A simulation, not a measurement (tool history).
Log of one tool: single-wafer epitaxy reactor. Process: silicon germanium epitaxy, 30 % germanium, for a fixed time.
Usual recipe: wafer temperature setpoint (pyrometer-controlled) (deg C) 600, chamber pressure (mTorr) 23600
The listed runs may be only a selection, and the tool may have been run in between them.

run,hour,wafer temperature setpoint (pyrometer-controlled) (deg C),chamber pressure (mTorr),wafers since the last listed run,hours since the last pyrometer calibration,hours since the last manometer calibration,hours since the showerhead was replaced,hours since the gauge calibration,"read-back reference wafer on the same gauge, thickness_nm",mean film thickness on the monitor wafer (nm)
1,0.0,600,23600,0,979.2,760.3,2844.3,435.8,66.425,56.718
2,44.3,600,27500,1198,1023.5,804.6,2888.6,480.1,66.466,60.018
3,127.7,600,24900,2257,1106.9,888.0,2972.0,563.5,66.604,58.183
4,221.2,600,24900,2530,1200.4,981.5,3065.5,657.0,66.592,57.696
5,280.1,600,23600,1594,1259.3,1040.4,3124.4,715.9,66.487,56.887
6,318.5,600,27100,1039,1297.7,1078.8,3162.8,754.3,66.556,59.545
7,406.8,600,27100,2389,1386.0,1167.1,3251.1,842.6,66.496,59.415
8,453.1,600,27100,1253,1432.3,1213.4,3297.4,888.9,66.493,59.842
9,490.4,600,26200,1009,1469.6,1250.7,3334.7,926.2,66.445,58.410
10,579.1,600,26200,2400,1558.3,1339.4,3423.4,1014.9,66.465,58.424
11,626.4,600,27700,1280,1605.6,1386.7,3470.7,1062.2,66.436,59.438
12,695.4,600,27700,1867,1674.6,1455.7,3539.7,1131.2,66.462,59.852
13,749.5,600,23600,1464,1728.7,1509.8,3593.8,1185.3,66.546,56.395
14,825.0,600,23600,2043,1804.2,1585.3,3669.3,1260.8,66.439,57.059
# hour 892.0: showerhead replaced
15,924.5,600,23600,2476,1903.7,1684.8,32.5,1360.3,66.565,56.453
16,999.7,600,23600,2035,1978.9,1760.0,107.7,1435.5,66.558,57.094
17,1057.7,600,23600,1569,2036.9,1818.0,165.7,1493.5,66.499,56.433
18,1135.4,605,18000,2102,2114.6,1895.7,243.4,1571.2,66.538,57.276
19,1179.0,610,29500,1179,2158.2,1939.3,287.0,1614.8,66.494,74.921
20,1224.2,607,28900,1223,2203.4,1984.5,332.2,1660.0,66.538,70.413
# hour 1297.2: pyrometer calibrated
21,1390.4,590,19900,4281,93.2,2150.7,498.4,1826.2,66.554,43.695
22,1442.1,600,23600,1399,144.9,2202.4,550.1,1877.9,66.520,56.801
23,1501.4,604,23600,1604,204.2,2261.7,609.4,1937.2,66.505,61.690
24,1575.6,595,19800,2008,278.4,2335.9,683.6,2011.4,66.507,47.938
# hour 1604.0: capacitance manometer re-zeroed and calibrated
25,1677.9,600,18400,2552,380.7,73.9,785.9,2113.7,66.575,51.848
# hour 1689.0: gauge calibrated
26,1736.0,588,28100,1572,438.8,132.0,844.0,47.0,66.427,47.264
27,1832.6,600,23600,2614,535.4,228.6,940.6,143.6,66.553,56.690
28,1922.5,600,23600,2433,625.3,318.5,1030.5,233.5,66.475,56.575
29,1976.2,588,23600,1453,679.0,372.2,1084.2,287.2,66.465,44.204
30,2030.6,608,21400,1472,733.4,426.6,1138.6,341.6,66.517,64.176
31,2099.7,600,23600,1870,802.5,495.7,1207.7,410.7,66.547,56.861
32,2202.4,600,23600,2779,905.2,598.4,1310.4,513.4,66.621,56.590
33,2258.7,610,26700,1523,961.5,654.7,1366.7,569.7,66.499,72.908
34,2334.3,600,23600,2046,1037.1,730.3,1442.3,645.3,66.498,56.468

What if the next run were any one of these 3? Each begins from the tool's condition after run 34:
A,2334.7,611,23600,10,1037.5,730.7,1442.7,645.7,?,?
B,2334.7,590,27400,10,1037.5,730.7,1442.7,645.7,?,?
C,2334.7,614,18100,10,1037.5,730.7,1442.7,645.7,?,?

run,"read-back reference wafer on the same gauge, thickness_nm",mean film thickness on the monitor wafer (nm)
A,66.584,70.981
B,66.584,48.419
C,66.584,68.611
Stripped of hidden state, with their random variation kept, the same runs would have yielded:
run,mean film thickness on the monitor wafer (nm)
A,70.981
B,48.419
C,68.611

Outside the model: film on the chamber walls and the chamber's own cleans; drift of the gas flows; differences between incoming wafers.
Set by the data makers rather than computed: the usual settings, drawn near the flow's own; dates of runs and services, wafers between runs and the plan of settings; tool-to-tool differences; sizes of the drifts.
